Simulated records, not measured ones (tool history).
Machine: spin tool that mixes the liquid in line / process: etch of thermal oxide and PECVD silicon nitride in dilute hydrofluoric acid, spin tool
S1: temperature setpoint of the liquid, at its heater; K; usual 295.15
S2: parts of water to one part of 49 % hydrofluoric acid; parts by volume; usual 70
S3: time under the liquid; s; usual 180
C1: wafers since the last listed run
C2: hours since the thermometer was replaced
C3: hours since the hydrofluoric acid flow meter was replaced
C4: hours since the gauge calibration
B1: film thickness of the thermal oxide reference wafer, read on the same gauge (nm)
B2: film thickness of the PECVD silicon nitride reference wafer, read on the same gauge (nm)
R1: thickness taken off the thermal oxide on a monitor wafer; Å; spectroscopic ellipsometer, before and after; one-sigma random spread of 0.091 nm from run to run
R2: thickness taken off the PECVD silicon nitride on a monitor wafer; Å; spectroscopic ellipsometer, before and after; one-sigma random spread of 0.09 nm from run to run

Run 1, hour 0: usual settings but S2 55 parts by volume; C1 0; C2 1634.1; C3 1679.4; C4 241.8; B1 140.06; B2 120.01. Result: R1 161.6 Å, R2 157.5 Å.
Run 2, hour 36.4: usual settings but S2 55 parts by volume; C1 215; C2 1670.5; C3 1715.8; C4 278.2; B1 140.01; B2 120.02. Result: R1 161.5 Å, R2 155.8 Å.
Run 3, hour 73: usual settings but S2 55 parts by volume; C1 216; C2 1707.1; C3 1752.4; C4 314.8; B1 139.99; B2 119.99. Result: R1 162.2 Å, R2 157.5 Å.
Run 4, hour 143.3: usual settings but S1 292.65 K; C1 415; C2 1777.4; C3 1822.7; C4 385.1; B1 140.02; B2 120. Result: R1 112.2 Å, R2 104.8 Å.
Run 5, hour 202.6: usual settings but S1 292.65 K; C1 350; C2 1836.7; C3 1882; C4 444.4; B1 139.98; B2 120.01. Result: R1 109.9 Å, R2 105.3 Å.
Run 6, hour 247.8: usual settings but S2 60 parts by volume, S3 240 s; C1 267; C2 1881.9; C3 1927.2; C4 489.6; B1 139.99; B2 120. Result: R1 194.4 Å, R2 192.6 Å.
Run 7, hour 313.3: usual settings but S2 60 parts by volume, S3 240 s; C1 387; C2 1947.4; C3 1992.7; C4 555.1; B1 140.07; B2 120.04. Result: R1 192.9 Å, R2 191.7 Å.
At hour 314.8: thermometer replaced.
Run 8, hour 356: usual settings but S1 292.15 K, S2 75 parts by volume; C1 246; C2 41.2; C3 2035.4; C4 597.8; B1 140.02; B2 120. Result: R1 101.4 Å, R2 95.2 Å.
At hour 386.7: hydrofluoric acid flow meter replaced.
At hour 403.9: gauge calibrated.
Run 9, hour 515.4: usual settings but S3 115 s; C1 937; C2 200.6; C3 128.7; C4 111.5; B1 139.97; B2 120.01. Result: R1 80.2 Å, R2 79.5 Å.
Run 10, hour 552.1: usual settings but S1 292.15 K, S2 75 parts by volume; C1 217; C2 237.3; C3 165.4; C4 148.2; B1 139.98; B2 119.99. Result: R1 101.8 Å, R2 94.9 Å.
Run 11, hour 577.1: usual settings but S2 55 parts by volume, S3 90 s; C1 147; C2 262.3; C3 190.4; C4 173.2; B1 140.02; B2 119.98. Result: R1 80.4 Å, R2 79.7 Å.
Run 12, hour 623.8: usual settings but S1 299.15 K, S3 100 s; C1 276; C2 309; C3 237.1; C4 219.9; B1 140.01; B2 120.02. Result: R1 80.3 Å, R2 89.7 Å.
Run 13, hour 671.8: usual settings but S1 290.15 K, S2 45 parts by volume, S3 280 s; C1 284; C2 357; C3 285.1; C4 267.9; B1 140.02; B2 119.98. Result: R1 250.2 Å, R2 209.7 Å.
Run 14, hour 724.9: usual settings but S1 291.15 K, S2 100 parts by volume; C1 314; C2 410.1; C3 338.2; C4 321; B1 139.95; B2 119.99. Result: R1 70.3 Å, R2 65.5 Å.
Run 15, hour 787.5: usual settings but S1 292.15 K, S3 70 s; C1 370; C2 472.7; C3 400.8; C4 383.6; B1 139.96; B2 120. Result: R1 42.5 Å, R2 39.5 Å.
Run 16, hour 838.6: usual settings but S1 292.15 K, S2 85 parts by volume, S3 280 s; C1 302; C2 523.8; C3 451.9; C4 434.7; B1 140.07; B2 120.03. Result: R1 138.7 Å, R2 128.7 Å.
Run 17, hour 885.8: usual settings but S1 297.15 K, S2 45 parts by volume, S3 95 s; C1 279; C2 571; C3 499.1; C4 481.9; B1 140.06; B2 120. Result: R1 114.5 Å, R2 115.6 Å.

Across each entry between runs, compare the hidden state at the last listed run before it with the hidden state at the first listed run after it:
After run 7, before run 8: thermometer replaced (hour 314.8)
  both runs share identical hidden conditions
After run 8, before run 9: hydrofluoric acid flow meter replaced (hour 386.7); gauge calibrated (hour 403.9)
  both runs share identical hidden conditions

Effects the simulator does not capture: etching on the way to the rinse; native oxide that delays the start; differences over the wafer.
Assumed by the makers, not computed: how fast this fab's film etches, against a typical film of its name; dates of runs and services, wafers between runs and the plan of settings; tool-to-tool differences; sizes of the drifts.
